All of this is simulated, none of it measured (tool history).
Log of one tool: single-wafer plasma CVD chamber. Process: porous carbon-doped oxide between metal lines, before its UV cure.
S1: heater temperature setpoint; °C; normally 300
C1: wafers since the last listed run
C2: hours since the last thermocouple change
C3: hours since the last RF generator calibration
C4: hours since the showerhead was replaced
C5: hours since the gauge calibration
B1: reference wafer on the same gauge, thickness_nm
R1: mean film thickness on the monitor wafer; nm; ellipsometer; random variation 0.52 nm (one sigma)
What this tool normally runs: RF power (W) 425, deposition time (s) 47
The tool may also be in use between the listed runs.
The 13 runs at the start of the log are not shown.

run 14 day=7.921 | S1=300 RF_power_(W)=425 deposition_time_(s)=44.4 | C1=501 C2=121 C3=62.7 C4=30.9 C5=136.5 | B1=235.956 | R1=208.363
run 15 day=8.375 | S1=311 RF_power_(W)=365 deposition_time_(s)=42 | C1=179 C2=131.9 C3=73.6 C4=41.8 C5=147.4 | B1=235.9 | R1=162.936
run 16 day=9.062 | S1=287 RF_power_(W)=510 deposition_time_(s)=56.2 | C1=271 C2=148.4 C3=90.1 C4=58.3 C5=163.9 | B1=236.019 | R1=325.924
run 17 day=9.729 | S1=300 RF_power_(W)=425 deposition_time_(s)=47 | C1=263 C2=164.4 C3=106.1 C4=74.3 C5=179.9 | B1=235.904 | R1=219.742
run 18 day=10.275 | S1=294 RF_power_(W)=450 deposition_time_(s)=38.7 | C1=215 C2=177.5 C3=119.2 C4=87.4 C5=193 | B1=235.968 | R1=196.784
run 19 day=10.708 | S1=289 RF_power_(W)=380 deposition_time_(s)=47 | C1=171 C2=187.9 C3=129.6 C4=97.8 C5=203.4 | B1=236.084 | R1=215.503
run 20 day=11.258 | S1=307 RF_power_(W)=475 deposition_time_(s)=47 | C1=217 C2=201.1 C3=142.8 C4=111 C5=216.6 | B1=236.009 | R1=226.684
run 21 day=11.821 | S1=292 RF_power_(W)=490 deposition_time_(s)=54.3 | C1=222 C2=214.6 C3=156.3 C4=124.5 C5=230.1 | B1=235.888 | R1=293.964
run 22 day=12.433 | S1=294 RF_power_(W)=450 deposition_time_(s)=38.7 | C1=242 C2=229.3 C3=171 C4=139.2 C5=244.8 | B1=236.045 | R1=195.809
run 23 day=12.962 | S1=293 RF_power_(W)=500 deposition_time_(s)=47 | C1=209 C2=242 C3=183.7 C4=151.9 C5=257.5 | B1=235.889 | R1=257.264
run 24 day=13.533 | S1=286 RF_power_(W)=480 deposition_time_(s)=54.9 | C1=225 C2=255.7 C3=197.4 C4=165.6 C5=271.2 | B1=236.11 | R1=304.791
run 25 day=13.946 | S1=300 RF_power_(W)=465 deposition_time_(s)=47 | C1=163 C2=265.6 C3=207.3 C4=175.5 C5=281.1 | B1=235.858 | R1=231.955
run 26 day=15.042 | S1=300 RF_power_(W)=445 deposition_time_(s)=44.5 | C1=433 C2=291.9 C3=233.6 C4=201.8 C5=307.4 | B1=236.107 | R1=212.251
run 27 day=15.325 | S1=300 RF_power_(W)=425 deposition_time_(s)=47 | C1=112 C2=298.7 C3=240.4 C4=208.6 C5=314.2 | B1=235.973 | R1=216.554
run 28 day=16.054 | S1=306 RF_power_(W)=425 deposition_time_(s)=47 | C1=288 C2=316.2 C3=257.9 C4=226.1 C5=331.7 | B1=236.039 | R1=207.872
run 29 day=16.667 | S1=310 RF_power_(W)=425 deposition_time_(s)=47 | C1=242 C2=330.9 C3=272.6 C4=240.8 C5=346.4 | B1=235.638 | R1=201.838
run 30 day=17.271 | S1=300 RF_power_(W)=425 deposition_time_(s)=47 | C1=238 C2=345.4 C3=287.1 C4=255.3 C5=360.9 | B1=235.952 | R1=214.518
run 31 day=17.592 | S1=300 RF_power_(W)=450 deposition_time_(s)=52.7 | C1=126 C2=353.1 C3=294.8 C4=263 C5=368.6 | B1=236.225 | R1=250.855
run 32 day=17.9 | S1=300 RF_power_(W)=425 deposition_time_(s)=47 | C1=121 C2=360.5 C3=302.2 C4=270.4 C5=376 | B1=236.09 | R1=215.16
run 33 day=18.596 | S1=300 RF_power_(W)=360 deposition_time_(s)=47 | C1=275 C2=377.2 C3=318.9 C4=287.1 C5=392.7 | B1=235.839 | R1=188.419
run 34 day=18.996 | S1=300 RF_power_(W)=425 deposition_time_(s)=47 | C1=158 C2=386.8 C3=328.5 C4=296.7 C5=402.3 | B1=235.79 | R1=214.812

Here are 4 independent what-if runs from the current tool condition. What would each one return?
run A day=19.012 | S1=288 RF_power_(W)=425 deposition_time_(s)=47 | C1=6 C2=387.2 C3=328.9 C4=297.1 C5=402.7 | B1=? | R1=?
run B day=19.012 | S1=305 RF_power_(W)=480 deposition_time_(s)=47 | C1=6 C2=387.2 C3=328.9 C4=297.1 C5=402.7 | B1=? | R1=?
run C day=19.012 | S1=300 RF_power_(W)=385 deposition_time_(s)=47 | C1=6 C2=387.2 C3=328.9 C4=297.1 C5=402.7 | B1=? | R1=?
run D day=19.012 | S1=288 RF_power_(W)=425 deposition_time_(s)=53.4 | C1=6 C2=387.2 C3=328.9 C4=297.1 C5=402.7 | B1=? | R1=?

run=A B1=235.819 R1=233.135
run=B B1=235.819 R1=228.599
run=C B1=235.819 R1=198.979
run=D B1=235.819 R1=264.186
Without the tool's unlogged condition, the same runs would have read:
run=A R1=242.282
run=B R1=236.378
run=C R1=207.049
run=D R1=274.552
